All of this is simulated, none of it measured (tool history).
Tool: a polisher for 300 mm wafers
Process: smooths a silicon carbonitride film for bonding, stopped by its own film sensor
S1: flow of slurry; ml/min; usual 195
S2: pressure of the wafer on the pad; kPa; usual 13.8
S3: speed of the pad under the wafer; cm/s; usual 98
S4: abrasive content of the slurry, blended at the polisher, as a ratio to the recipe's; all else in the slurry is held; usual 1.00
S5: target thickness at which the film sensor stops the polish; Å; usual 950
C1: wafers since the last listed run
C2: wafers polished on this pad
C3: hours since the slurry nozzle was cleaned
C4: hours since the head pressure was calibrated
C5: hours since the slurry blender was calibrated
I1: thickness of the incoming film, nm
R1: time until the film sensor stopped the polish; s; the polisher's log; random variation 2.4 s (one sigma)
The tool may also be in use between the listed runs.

run 1 day=0.000 | S1=195 S2=13.8 S3=98 S4=1.00 S5=950 | C1=0 C2=702 C3=735.8 C4=955.2 C5=19.8 | I1=120.3 | R1=138.8
run 2 day=1.321 | S1=195 S2=13.8 S3=98 S4=1.00 S5=950 | C1=177 C2=880 C3=767.5 C4=986.9 C5=51.5 | I1=120.5 | R1=138.9
-- day=1.596 worn pad replaced by a new one
run 3 day=1.996 | S1=195 S2=13.8 S3=98 S4=1.00 S5=950 | C1=68 C2=53 C3=783.7 C4=1003.1 C5=67.7 | I1=119.3 | R1=123.0
run 4 day=2.750 | S1=195 S2=13.8 S3=98 S4=1.00 S5=950 | C1=101 C2=154 C3=801.8 C4=1021.2 C5=85.8 | I1=120.8 | R1=131.8
run 5 day=3.521 | S1=195 S2=13.8 S3=98 S4=1.00 S5=950 | C1=103 C2=258 C3=820.3 C4=1039.7 C5=104.3 | I1=119.8 | R1=129.4
run 6 day=4.238 | S1=195 S2=13.8 S3=84 S4=1.00 S5=950 | C1=96 C2=354 C3=837.5 C4=1056.9 C5=121.5 | I1=120.7 | R1=152.5
run 7 day=4.804 | S1=195 S2=13.8 S3=98 S4=1.00 S5=950 | C1=76 C2=430 C3=851.1 C4=1070.5 C5=135.1 | I1=119.1 | R1=133.7
run 8 day=5.504 | S1=195 S2=13.8 S3=98 S4=1.00 S5=950 | C1=93 C2=524 C3=867.9 C4=1087.3 C5=151.9 | I1=120.7 | R1=134.8
-- day=7.458 worn pad replaced by a new one
run 9 day=7.479 | S1=195 S2=13.8 S3=98 S4=0.85 S5=950 | C1=242 C2=2 C3=915.3 C4=1134.7 C5=199.3 | I1=119.7 | R1=135.5
-- day=7.854 slurry nozzle cleaned
-- day=7.888 slurry blender recalibrated
run 10 day=8.200 | S1=195 S2=13.8 S3=98 S4=0.85 S5=950 | C1=86 C2=89 C3=8.3 C4=1152.0 C5=7.5 | I1=118.0 | R1=130.2
run 11 day=8.783 | S1=195 S2=13.8 S3=98 S4=0.85 S5=950 | C1=78 C2=167 C3=22.3 C4=1166.0 C5=21.5 | I1=121.3 | R1=147.3
-- day=9.075 head pressure recalibrated
run 12 day=9.771 | S1=195 S2=15.9 S3=98 S4=0.75 S5=950 | C1=121 C2=288 C3=46.0 C4=16.7 C5=45.2 | I1=119.0 | R1=134.9
run 13 day=11.033 | S1=195 S2=15.9 S3=98 S4=0.75 S5=950 | C1=169 C2=458 C3=76.3 C4=47.0 C5=75.5 | I1=121.8 | R1=150.6
run 14 day=12.446 | S1=195 S2=13.8 S3=130 S4=1.00 S5=950 | C1=189 C2=647 C3=110.2 C4=80.9 C5=109.4 | I1=119.0 | R1=112.9
run 15 day=13.646 | S1=195 S2=13.8 S3=98 S4=1.00 S5=990 | C1=161 C2=808 C3=139.0 C4=109.7 C5=138.2 | I1=120.8 | R1=120.9
-- day=13.954 worn pad replaced by a new one
run 16 day=14.421 | S1=195 S2=13.8 S3=82 S4=1.00 S5=950 | C1=81 C2=62 C3=157.6 C4=128.3 C5=156.8 | I1=119.5 | R1=132.3
run 17 day=15.512 | S1=195 S2=10.3 S3=98 S4=1.15 S5=950 | C1=146 C2=209 C3=183.8 C4=154.5 C5=183.0 | I1=120.7 | R1=167.5
run 18 day=16.333 | S1=195 S2=13.8 S3=98 S4=1.00 S5=900 | C1=110 C2=319 C3=203.5 C4=174.2 C5=202.7 | I1=121.6 | R1=166.4
-- day=16.971 slurry blender recalibrated
run 19 day=17.067 | S1=145 S2=13.8 S3=98 S4=1.25 S5=950 | C1=87 C2=406 C3=221.1 C4=191.8 C5=2.3 | I1=121.8 | R1=137.7
run 20 day=17.842 | S1=195 S2=13.8 S3=98 S4=1.00 S5=950 | C1=103 C2=510 C3=239.7 C4=210.4 C5=20.9 | I1=119.7 | R1=133.8
run 21 day=19.338 | S1=195 S2=15.9 S3=98 S4=1.00 S5=950 | C1=200 C2=711 C3=275.6 C4=246.3 C5=56.8 | I1=118.9 | R1=114.5
-- day=20.612 worn pad replaced by a new one
run 22 day=22.975 | S1=195 S2=16.5 S3=72 S4=1.00 S5=950 | C1=465 C2=317 C3=362.9 C4=333.6 C5=144.1 | I1=119.1 | R1=126.1

Forecast each of these 3 alternatives for the next run:
run A day=22.996 | S1=195 S2=13.8 S3=98 S4=1.25 S5=950 | C1=2 C2=319 C3=363.4 C4=334.1 C5=144.6 | I1=121.2 | R1=?
run B day=22.996 | S1=195 S2=13.8 S3=98 S4=1.00 S5=1030 | C1=2 C2=319 C3=363.4 C4=334.1 C5=144.6 | I1=121.2 | R1=?
run C day=22.996 | S1=195 S2=13.8 S3=98 S4=1.00 S5=870 | C1=2 C2=319 C3=363.4 C4=334.1 C5=144.6 | I1=121.2 | R1=?

run=A R1=125.1
run=B R1=96.4
run=C R1=181.2
Without the tool's hidden state the same runs would have given:
run=A R1=114.2
run=B R1=87.9
run=C R1=165.3

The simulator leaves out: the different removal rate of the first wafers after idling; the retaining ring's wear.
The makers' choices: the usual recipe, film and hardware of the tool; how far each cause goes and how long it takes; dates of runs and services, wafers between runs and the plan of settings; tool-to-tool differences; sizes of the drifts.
